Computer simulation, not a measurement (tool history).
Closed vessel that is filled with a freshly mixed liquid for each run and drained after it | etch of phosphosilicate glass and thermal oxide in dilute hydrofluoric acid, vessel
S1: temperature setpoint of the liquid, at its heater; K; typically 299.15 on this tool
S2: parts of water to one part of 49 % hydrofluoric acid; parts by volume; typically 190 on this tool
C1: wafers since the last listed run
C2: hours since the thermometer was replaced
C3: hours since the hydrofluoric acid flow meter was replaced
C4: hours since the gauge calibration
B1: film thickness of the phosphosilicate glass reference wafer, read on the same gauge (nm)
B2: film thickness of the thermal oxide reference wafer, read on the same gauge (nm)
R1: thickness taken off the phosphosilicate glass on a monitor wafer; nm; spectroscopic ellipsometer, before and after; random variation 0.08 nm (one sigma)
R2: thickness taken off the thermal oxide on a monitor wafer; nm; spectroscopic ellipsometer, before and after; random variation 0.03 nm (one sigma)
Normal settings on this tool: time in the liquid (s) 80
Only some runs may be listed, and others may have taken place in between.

{"run": 1, "hour": 0.0, "S1": 296.65, "S2": 190, "time in the liquid (s)": 80, "C1": 0, "C2": 2373.3, "C3": 851.2, "C4": 54.7, "B1": 79.96, "B2": 130.007, "R1": 42.57, "R2": 2.016}
{"run": 2, "hour": 28.0, "S1": 296.65, "S2": 190, "time in the liquid (s)": 80, "C1": 3283, "C2": 2401.3, "C3": 879.2, "C4": 82.7, "B1": 79.98, "B2": 129.984, "R1": 42.48, "R2": 2}
{"run": 3, "hour": 36.1, "S1": 296.65, "S2": 190, "time in the liquid (s)": 80, "C1": 950, "C2": 2409.4, "C3": 887.3, "C4": 90.8, "B1": 80.01, "B2": 130.053, "R1": 42.45, "R2": 2.081}
{"run": 4, "hour": 45.4, "S1": 299.15, "S2": 190, "time in the liquid (s)": 80, "C1": 1090, "C2": 2418.7, "C3": 896.6, "C4": 100.1, "B1": 79.98, "B2": 130.045, "R1": 46.63, "R2": 2.185}
{"run": 5, "hour": 56.1, "S1": 299.15, "S2": 190, "time in the liquid (s)": 80, "C1": 1254, "C2": 2429.4, "C3": 907.3, "C4": 110.8, "B1": 80.02, "B2": 130.009, "R1": 46.78, "R2": 2.233}
{"run": 6, "hour": 72.6, "S1": 299.15, "S2": 190, "time in the liquid (s)": 80, "C1": 1935, "C2": 2445.9, "C3": 923.8, "C4": 127.3, "B1": 79.99, "B2": 129.977, "R1": 46.65, "R2": 2.267}
{"run": 7, "hour": 82.0, "S1": 299.15, "S2": 145, "time in the liquid (s)": 120, "C1": 1102, "C2": 2455.3, "C3": 933.2, "C4": 136.7, "B1": 79.99, "B2": 130.001, "R1": 97.07, "R2": 4.649}
{"run": 8, "hour": 100.1, "S1": 299.15, "S2": 240, "time in the liquid (s)": 80, "C1": 2122, "C2": 2473.4, "C3": 951.3, "C4": 154.8, "B1": 80.03, "B2": 130.007, "R1": 35.04, "R2": 1.649}
{"hour": 105.6, "done": "thermometer replaced"}
{"run": 9, "hour": 107.1, "S1": 299.15, "S2": 190, "time in the liquid (s)": 80, "C1": 703, "C2": 1.5, "C3": 958.3, "C4": 161.8, "B1": 80, "B2": 130.016, "R1": 43.22, "R2": 2.028}
{"hour": 118.2, "done": "gauge calibrated"}
{"run": 10, "hour": 121.9, "S1": 299.15, "S2": 190, "time in the liquid (s)": 80, "C1": 1735, "C2": 16.3, "C3": 973.1, "C4": 3.7, "B1": 80.01, "B2": 129.992, "R1": 43.14, "R2": 2.101}
{"run": 11, "hour": 129.0, "S1": 299.15, "S2": 190, "time in the liquid (s)": 80, "C1": 832, "C2": 23.4, "C3": 980.2, "C4": 10.8, "B1": 80.02, "B2": 130.061, "R1": 43.35, "R2": 2.038}
{"run": 12, "hour": 137.1, "S1": 299.15, "S2": 190, "time in the liquid (s)": 80, "C1": 950, "C2": 31.5, "C3": 988.3, "C4": 18.9, "B1": 79.95, "B2": 129.991, "R1": 43.49, "R2": 2.05}
{"run": 13, "hour": 151.0, "S1": 294.15, "S2": 190, "time in the liquid (s)": 130, "C1": 1630, "C2": 45.4, "C3": 1002.2, "C4": 32.8, "B1": 79.96, "B2": 130.036, "R1": 58.49, "R2": 2.794}
{"run": 14, "hour": 157.9, "S1": 296.15, "S2": 270, "time in the liquid (s)": 125, "C1": 809, "C2": 52.3, "C3": 1009.1, "C4": 39.7, "B1": 80.02, "B2": 129.991, "R1": 39.37, "R2": 1.93}
{"run": 15, "hour": 166.9, "S1": 299.15, "S2": 190, "time in the liquid (s)": 80, "C1": 1055, "C2": 61.3, "C3": 1018.1, "C4": 48.7, "B1": 79.97, "B2": 129.984, "R1": 43.33, "R2": 2.066}
{"run": 16, "hour": 181.9, "S1": 294.65, "S2": 260, "time in the liquid (s)": 115, "C1": 1759, "C2": 76.3, "C3": 1033.1, "C4": 63.7, "B1": 80.02, "B2": 130.01, "R1": 36.13, "R2": 1.7}
{"hour": 200.7, "done": "hydrofluoric acid flow meter replaced"}
{"run": 17, "hour": 201.2, "S1": 294.65, "S2": 120, "time in the liquid (s)": 80, "C1": 2146, "C2": 95.6, "C3": 0.5, "C4": 83, "B1": 80.02, "B2": 129.998, "R1": 59.27, "R2": 2.868}
{"run": 18, "hour": 225.5, "S1": 299.15, "S2": 190, "time in the liquid (s)": 130, "C1": 2850, "C2": 119.9, "C3": 24.8, "C4": 107.3, "B1": 80, "B2": 129.972, "R1": 66.61, "R2": 3.144}
{"run": 19, "hour": 241.7, "S1": 302.15, "S2": 100, "time in the liquid (s)": 120, "C1": 1900, "C2": 136.1, "C3": 41, "C4": 123.5, "B1": 79.99, "B2": 130.007, "R1": 146.78, "R2": 7.096}
{"run": 20, "hour": 255.9, "S1": 296.15, "S2": 105, "time in the liquid (s)": 105, "C1": 1665, "C2": 150.3, "C3": 55.2, "C4": 137.7, "B1": 79.99, "B2": 129.998, "R1": 96.05, "R2": 4.66}
{"run": 21, "hour": 268.1, "S1": 299.15, "S2": 190, "time in the liquid (s)": 80, "C1": 1430, "C2": 162.5, "C3": 67.4, "C4": 149.9, "B1": 79.97, "B2": 130.024, "R1": 41.34, "R2": 1.989}
{"run": 22, "hour": 276.5, "S1": 299.15, "S2": 190, "time in the liquid (s)": 80, "C1": 985, "C2": 170.9, "C3": 75.8, "C4": 158.3, "B1": 80.02, "B2": 129.999, "R1": 41.26, "R2": 1.941}
{"run": 23, "hour": 292.9, "S1": 299.15, "S2": 190, "time in the liquid (s)": 80, "C1": 1923, "C2": 187.3, "C3": 92.2, "C4": 174.7, "B1": 79.98, "B2": 129.996, "R1": 41.44, "R2": 2.002}
{"run": 24, "hour": 308.3, "S1": 297.15, "S2": 145, "time in the liquid (s)": 65, "C1": 1806, "C2": 202.7, "C3": 107.6, "C4": 190.1, "B1": 80.02, "B2": 130.011, "R1": 43.21, "R2": 2.063}
{"run": 25, "hour": 319.2, "S1": 299.15, "S2": 145, "time in the liquid (s)": 120, "C1": 1278, "C2": 213.6, "C3": 118.5, "C4": 201, "B1": 80.01, "B2": 130.015, "R1": 85.77, "R2": 4.08}

Branching from run 25: 4 alternative next runs. What would each branch give?
{"run": "A", "hour": 319.9, "S1": 299.15, "S2": 190, "time in the liquid (s)": 110, "C1": 82, "C2": 214.3, "C3": 119.2, "C4": 201.7, "B1": "?", "B2": "?", "R1": "?", "R2": "?"}
{"run": "B", "hour": 319.9, "S1": 296.15, "S2": 190, "time in the liquid (s)": 80, "C1": 82, "C2": 214.3, "C3": 119.2, "C4": 201.7, "B1": "?", "B2": "?", "R1": "?", "R2": "?"}
{"run": "C", "hour": 319.9, "S1": 302.65, "S2": 110, "time in the liquid (s)": 65, "C1": 82, "C2": 214.3, "C3": 119.2, "C4": 201.7, "B1": "?", "B2": "?", "R1": "?", "R2": "?"}
{"run": "D", "hour": 319.9, "S1": 297.65, "S2": 190, "time in the liquid (s)": 55, "C1": 82, "C2": 214.3, "C3": 119.2, "C4": 201.7, "B1": "?", "B2": "?", "R1": "?", "R2": "?"}

run=A B1=79.99 B2=129.994 R1=57.06 R2=2.699
run=B B1=79.99 B2=129.994 R1=37.17 R2=1.758
run=C B1=79.99 B2=129.994 R1=73.24 R2=3.464
run=D B1=79.99 B2=129.994 R1=27.01 R2=1.278
What these runs would have given with no unlogged condition in the tool:
run=A R1=55.2 R2=2.611
run=B R1=35.93 R2=1.699
run=C R1=70.82 R2=3.35
run=D R1=26.12 R2=1.235
